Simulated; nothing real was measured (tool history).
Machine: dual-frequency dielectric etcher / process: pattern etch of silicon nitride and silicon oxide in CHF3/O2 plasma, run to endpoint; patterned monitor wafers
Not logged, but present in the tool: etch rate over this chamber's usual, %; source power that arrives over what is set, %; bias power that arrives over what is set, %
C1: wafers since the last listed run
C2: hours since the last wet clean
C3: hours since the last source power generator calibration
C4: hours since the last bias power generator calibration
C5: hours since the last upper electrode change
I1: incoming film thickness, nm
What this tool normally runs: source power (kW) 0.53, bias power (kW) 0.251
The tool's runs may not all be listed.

{"run": 1, "hour": 0.0, "source power (kW)": 0.53, "bias power (kW)": 0.251, "C1": 0, "C2": 475.4, "C3": 1756.3, "C4": 4282.2, "C5": 4450.6, "I1": 252, "endpoint time (s)": 137.7}
{"run": 2, "hour": 7.4, "source power (kW)": 0.53, "bias power (kW)": 0.251, "C1": 53, "C2": 482.8, "C3": 1763.7, "C4": 4289.6, "C5": 4458, "I1": 253.5, "endpoint time (s)": 137.3}
{"run": 3, "hour": 15.0, "source power (kW)": 0.53, "bias power (kW)": 0.251, "C1": 55, "C2": 490.4, "C3": 1771.3, "C4": 4297.2, "C5": 4465.6, "I1": 252, "endpoint time (s)": 134.9}
{"run": 4, "hour": 32.7, "source power (kW)": 0.56, "bias power (kW)": 0.251, "C1": 128, "C2": 508.1, "C3": 1789, "C4": 4314.9, "C5": 4483.3, "I1": 252.1, "endpoint time (s)": 132.6}
{"run": 5, "hour": 45.9, "source power (kW)": 0.53, "bias power (kW)": 0.251, "C1": 95, "C2": 521.3, "C3": 1802.2, "C4": 4328.1, "C5": 4496.5, "I1": 249.9, "endpoint time (s)": 134.8}
{"run": 6, "hour": 59.4, "source power (kW)": 0.53, "bias power (kW)": 0.251, "C1": 97, "C2": 534.8, "C3": 1815.7, "C4": 4341.6, "C5": 4510, "I1": 251.6, "endpoint time (s)": 136.2}
{"run": 7, "hour": 70.1, "source power (kW)": 0.53, "bias power (kW)": 0.251, "C1": 77, "C2": 545.5, "C3": 1826.4, "C4": 4352.3, "C5": 4520.7, "I1": 250.6, "endpoint time (s)": 135}
{"run": 8, "hour": 86.4, "source power (kW)": 0.53, "bias power (kW)": 0.251, "C1": 118, "C2": 561.8, "C3": 1842.7, "C4": 4368.6, "C5": 4537, "I1": 254.8, "endpoint time (s)": 136.7}
{"hour": 118.2, "done": "wet clean of the chamber"}
{"hour": 131.2, "done": "upper electrode replaced"}
{"run": 9, "hour": 131.7, "source power (kW)": 0.53, "bias power (kW)": 0.284, "C1": 59, "C2": 13.5, "C3": 1888, "C4": 4413.9, "C5": 0.5, "I1": 253.3, "endpoint time (s)": 126.8}
{"run": 10, "hour": 132.1, "source power (kW)": 0.53, "bias power (kW)": 0.284, "C1": 2, "C2": 13.9, "C3": 1888.4, "C4": 4414.3, "C5": 0.9, "I1": 255.1, "endpoint time (s)": 128}
{"run": 11, "hour": 132.8, "source power (kW)": 0.43, "bias power (kW)": 0.251, "C1": 5, "C2": 14.6, "C3": 1889.1, "C4": 4415, "C5": 1.6, "I1": 250.6, "endpoint time (s)": 145.3}
{"hour": 156.4, "done": "source power generator calibrated"}
{"hour": 171.0, "done": "wet clean of the chamber, repeated, since the last time left the tool worse"}
{"run": 12, "hour": 171.5, "source power (kW)": 0.66, "bias power (kW)": 0.272, "C1": 145, "C2": 0.5, "C3": 15.1, "C4": 4453.7, "C5": 40.3, "I1": 251.6, "endpoint time (s)": 123}
{"run": 13, "hour": 171.8, "source power (kW)": 0.62, "bias power (kW)": 0.207, "C1": 2, "C2": 0.8, "C3": 15.4, "C4": 4454, "C5": 40.6, "I1": 250.8, "endpoint time (s)": 136}
{"run": 14, "hour": 172.2, "source power (kW)": 0.42, "bias power (kW)": 0.215, "C1": 2, "C2": 1.2, "C3": 15.8, "C4": 4454.4, "C5": 41, "I1": 253.3, "endpoint time (s)": 164.8}
{"hour": 177.7, "done": "bias power generator calibrated"}
{"run": 15, "hour": 178.2, "source power (kW)": 0.53, "bias power (kW)": 0.251, "C1": 14, "C2": 7.2, "C3": 21.8, "C4": 0.5, "C5": 47, "I1": 250.9, "endpoint time (s)": 139.8}
{"run": 16, "hour": 188.9, "source power (kW)": 0.57, "bias power (kW)": 0.311, "C1": 77, "C2": 17.9, "C3": 32.5, "C4": 11.2, "C5": 57.7, "I1": 251.8, "endpoint time (s)": 126.4}

Predict the results of run 17:
{"run": 17, "hour": 206.8, "source power (kW)": 0.42, "bias power (kW)": 0.219, "C1": 129, "C2": 35.8, "C3": 50.4, "C4": 29.1, "C5": 75.6, "I1": 251.5, "endpoint time (s)": "?"}

{"run 17": {"endpoint time (s)": 162.7}}
Without the tool's hidden state the same run would have given endpoint time (s) 163.4.
